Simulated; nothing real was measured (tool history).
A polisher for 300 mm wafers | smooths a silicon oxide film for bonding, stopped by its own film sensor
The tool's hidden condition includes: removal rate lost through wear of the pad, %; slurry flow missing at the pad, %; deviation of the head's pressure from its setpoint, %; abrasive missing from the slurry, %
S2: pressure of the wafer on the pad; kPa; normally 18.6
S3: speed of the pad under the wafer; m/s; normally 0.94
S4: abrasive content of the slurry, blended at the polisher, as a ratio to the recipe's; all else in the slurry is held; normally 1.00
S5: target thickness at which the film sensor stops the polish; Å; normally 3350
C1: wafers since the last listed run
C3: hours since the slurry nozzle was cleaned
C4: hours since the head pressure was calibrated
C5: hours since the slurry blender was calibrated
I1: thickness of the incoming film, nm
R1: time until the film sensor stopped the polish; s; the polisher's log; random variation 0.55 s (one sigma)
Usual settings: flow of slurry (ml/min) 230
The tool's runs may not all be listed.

Run 1, hour 0.0: usual settings; C1 0; wafers polished on this pad 377; C3 493.2; C4 40.1; C5 141.3; I1 390.8. Result: R1 62.5 s.
Run 2, hour 14.6: usual settings; C1 143; wafers polished on this pad 521; C3 507.8; C4 54.7; C5 155.9; I1 390.3. Result: R1 61.7 s.
At hour 30.6: worn pad replaced by a new one.
Run 3, hour 31.1: usual settings but S2 15.2 kPa; C1 123; wafers polished on this pad 4; C3 524.3; C4 71.2; C5 172.4; I1 391.1. Result: R1 75.8 s.
Run 4, hour 44.8: usual settings but S2 15.2 kPa; C1 135; wafers polished on this pad 139; C3 538.0; C4 84.9; C5 186.1; I1 388.1. Result: R1 70.7 s.
Run 5, hour 59.0: usual settings but S3 1.04 m/s; C1 139; wafers polished on this pad 279; C3 552.2; C4 99.1; C5 200.3; I1 393.4. Result: R1 59.1 s.
Run 6, hour 71.9: usual settings but S3 1.04 m/s; C1 127; wafers polished on this pad 407; C3 565.1; C4 112.0; C5 213.2; I1 388.0. Result: R1 53.1 s.
Run 7, hour 80.9: usual settings but S3 1.04 m/s; C1 88; wafers polished on this pad 495; C3 574.1; C4 121.0; C5 222.2; I1 395.4. Result: R1 61.3 s.
Run 8, hour 94.6: usual settings; C1 135; wafers polished on this pad 630; C3 587.8; C4 134.7; C5 235.9; I1 390.8. Result: R1 61.6 s.
At hour 103.9: worn pad replaced by a new one.
Run 9, hour 104.4: usual settings; C1 57; wafers polished on this pad 4; C3 597.6; C4 144.5; C5 245.7; I1 393.0. Result: R1 62.9 s.
Run 10, hour 120.3: usual settings; C1 156; wafers polished on this pad 161; C3 613.5; C4 160.4; C5 261.6; I1 392.6. Result: R1 61.9 s.
At hour 122.7: slurry nozzle cleaned.
Run 11, hour 127.0: usual settings; C1 56; wafers polished on this pad 217; C3 4.3; C4 167.1; C5 268.3; I1 393.5. Result: R1 62.1 s.
Run 12, hour 136.9: usual settings; C1 97; wafers polished on this pad 315; C3 14.2; C4 177.0; C5 278.2; I1 392.5. Result: R1 61.2 s.
Run 13, hour 147.1: usual settings; C1 100; wafers polished on this pad 415; C3 24.4; C4 187.2; C5 288.4; I1 392.3. Result: R1 61.1 s.
At hour 150.3: slurry blender recalibrated.
Run 14, hour 164.5: usual settings; C1 151; wafers polished on this pad 567; C3 41.8; C4 204.6; C5 14.2; I1 390.6. Result: R1 58.4 s.
At hour 173.8: worn pad replaced by a new one.
Run 15, hour 176.1: usual settings but flow of slurry (ml/min) 180, S2 15.2 kPa, S4 0.75; C1 74; wafers polished on this pad 22; C3 53.4; C4 216.2; C5 25.8; I1 392.0. Result: R1 89.2 s.
Run 16, hour 193.6: usual settings but S2 15.2 kPa; C1 172; wafers polished on this pad 194; C3 70.9; C4 233.7; C5 43.3; I1 395.1. Result: R1 75.9 s.
Run 17, hour 202.9: usual settings but S3 1.08 m/s, S4 0.90, S5 3230 Å; C1 91; wafers polished on this pad 286; C3 80.2; C4 243.0; C5 52.6; I1 394.7. Result: R1 71.8 s.
Run 18, hour 218.7: usual settings; C1 155; wafers polished on this pad 442; C3 96.0; C4 258.8; C5 68.4; I1 393.3. Result: R1 61.2 s.
Run 19, hour 230.1: usual settings but flow of slurry (ml/min) 200, S2 15.9 kPa, S4 0.90; C1 112; wafers polished on this pad 554; C3 107.4; C4 270.2; C5 79.8; I1 393.7. Result: R1 76.9 s.
Run 20, hour 241.1: usual settings but S4 0.80; C1 108; wafers polished on this pad 663; C3 118.4; C4 281.2; C5 90.8; I1 394.6. Result: R1 71.8 s.
At hour 249.5: head pressure recalibrated.
At hour 252.2: worn pad replaced by a new one.
Run 21, hour 257.2: usual settings but flow of slurry (ml/min) 280, S3 1.08 m/s; C1 112; wafers polished on this pad 49; C3 134.5; C4 7.7; C5 106.9; I1 387.8. Result: R1 52.3 s.
Run 22, hour 275.1: usual settings but flow of slurry (ml/min) 185, S2 12.4 kPa, S5 3180 Å; C1 176; wafers polished on this pad 225; C3 152.4; C4 25.6; C5 124.8; I1 384.3. Result: R1 109.9 s.
Run 23, hour 281.9: usual settings but flow of slurry (ml/min) 165, S4 1.20; C1 67; wafers polished on this pad 292; C3 159.2; C4 32.4; C5 131.6; I1 381.2. Result: R1 48.3 s.
Run 24, hour 293.9: usual settings; C1 118; wafers polished on this pad 410; C3 171.2; C4 44.4; C5 143.6; I1 387.5. Result: R1 59.4 s.
Run 25, hour 301.4: usual settings but S2 12.4 kPa; C1 73; wafers polished on this pad 484; C3 178.7; C4 51.9; C5 151.1; I1 387.9. Result: R1 86.4 s.
Run 26, hour 318.1: usual settings but S3 0.68 m/s, S4 0.80; C1 164; wafers polished on this pad 649; C3 195.4; C4 68.6; C5 167.8; I1 398.6. Result: R1 105.6 s.

Forecast each of these 3 alternatives for the next run:
Run A, hour 318.5: usual settings but S5 3460 Å; C1 3; wafers polished on this pad 653; C3 195.8; C4 69.0; C5 168.2; I1 395.6. Result: R1 ?.
Run B, hour 318.5: usual settings but S2 21.4 kPa, S5 3410 Å; C1 3; wafers polished on this pad 653; C3 195.8; C4 69.0; C5 168.2; I1 395.6. Result: R1 ?.
Run C, hour 318.5: usual settings but S3 1.14 m/s, S4 0.75; C1 3; wafers polished on this pad 653; C3 195.8; C4 69.0; C5 168.2; I1 395.6. Result: R1 ?.

run    R1
  A  54.5
  B  52.5
  C  69.8
Had the tool no hidden state, the same runs would have come out as:
run    R1
  A  55.7
  B  53.7
  C  71.4
